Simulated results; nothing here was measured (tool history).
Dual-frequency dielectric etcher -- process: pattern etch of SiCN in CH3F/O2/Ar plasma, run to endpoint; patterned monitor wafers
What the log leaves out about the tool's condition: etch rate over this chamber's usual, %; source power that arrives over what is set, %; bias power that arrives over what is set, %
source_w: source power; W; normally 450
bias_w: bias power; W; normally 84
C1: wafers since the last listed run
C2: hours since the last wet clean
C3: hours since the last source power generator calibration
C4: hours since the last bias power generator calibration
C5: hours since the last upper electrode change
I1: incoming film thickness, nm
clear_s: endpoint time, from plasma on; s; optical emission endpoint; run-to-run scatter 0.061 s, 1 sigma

{"run": 1, "day": 0.0, "source_w": 450, "bias_w": 84, "C1": 0, "C2": 472.5, "C3": 2793.1, "C4": 4567.2, "C5": 3931.5, "I1": 8.71, "clear_s": 20.2}
{"run": 2, "day": 2.996, "source_w": 450, "bias_w": 84, "C1": 1572, "C2": 544.4, "C3": 2865.0, "C4": 4639.1, "C5": 4003.4, "I1": 8.74, "clear_s": 20.1}
{"run": 3, "day": 4.1, "source_w": 450, "bias_w": 84, "C1": 579, "C2": 570.9, "C3": 2891.5, "C4": 4665.6, "C5": 4029.9, "I1": 8.67, "clear_s": 19.9}
{"run": 4, "day": 6.921, "source_w": 450, "bias_w": 84, "C1": 1480, "C2": 638.6, "C3": 2959.2, "C4": 4733.3, "C5": 4097.6, "I1": 8.71, "clear_s": 20.0}
{"day": 8.362, "done": "wet clean of the chamber"}
{"run": 5, "day": 8.383, "source_w": 450, "bias_w": 84, "C1": 242, "C2": 0.5, "C3": 2994.3, "C4": 4768.4, "C5": 4132.7, "I1": 8.61, "clear_s": 20.0}
{"run": 6, "day": 10.017, "source_w": 450, "bias_w": 84, "C1": 857, "C2": 39.7, "C3": 3033.5, "C4": 4807.6, "C5": 4171.9, "I1": 8.65, "clear_s": 20.1}
{"run": 7, "day": 11.921, "source_w": 450, "bias_w": 69, "C1": 999, "C2": 85.4, "C3": 3079.2, "C4": 4853.3, "C5": 4217.6, "I1": 8.65, "clear_s": 22.7}
{"run": 8, "day": 14.542, "source_w": 400, "bias_w": 77, "C1": 1375, "C2": 148.3, "C3": 3142.1, "C4": 4916.2, "C5": 4280.5, "I1": 8.78, "clear_s": 22.3}
{"run": 9, "day": 16.954, "source_w": 400, "bias_w": 77, "C1": 1266, "C2": 206.2, "C3": 3200.0, "C4": 4974.1, "C5": 4338.4, "I1": 8.78, "clear_s": 22.2}
{"run": 10, "day": 18.812, "source_w": 360, "bias_w": 98, "C1": 975, "C2": 250.8, "C3": 3244.6, "C4": 5018.7, "C5": 4383.0, "I1": 8.73, "clear_s": 19.9}
{"run": 11, "day": 21.338, "source_w": 360, "bias_w": 98, "C1": 1325, "C2": 311.4, "C3": 3305.2, "C4": 5079.3, "C5": 4443.6, "I1": 8.7, "clear_s": 19.8}
{"run": 12, "day": 22.838, "source_w": 450, "bias_w": 69, "C1": 787, "C2": 347.4, "C3": 3341.2, "C4": 5115.3, "C5": 4479.6, "I1": 8.54, "clear_s": 22.1}
{"run": 13, "day": 25.4, "source_w": 450, "bias_w": 84, "C1": 1345, "C2": 408.9, "C3": 3402.7, "C4": 5176.8, "C5": 4541.1, "I1": 8.73, "clear_s": 20.1}

Estimate the outcome of run 14 from the log above:
{"day": 28.504, "done": "source power generator calibrated"}
{"run": 14, "day": 28.525, "source_w": 380, "bias_w": 91, "C1": 1552, "C2": 483.9, "C3": 0.5, "C4": 5251.8, "C5": 4616.1, "I1": 8.66, "clear_s": "?"}

Logged for run 14: clear_s 20.2 s.
Were there no unlogged condition in the tool, this run, its random variation unchanged, would have produced clear_s 20.4 s.
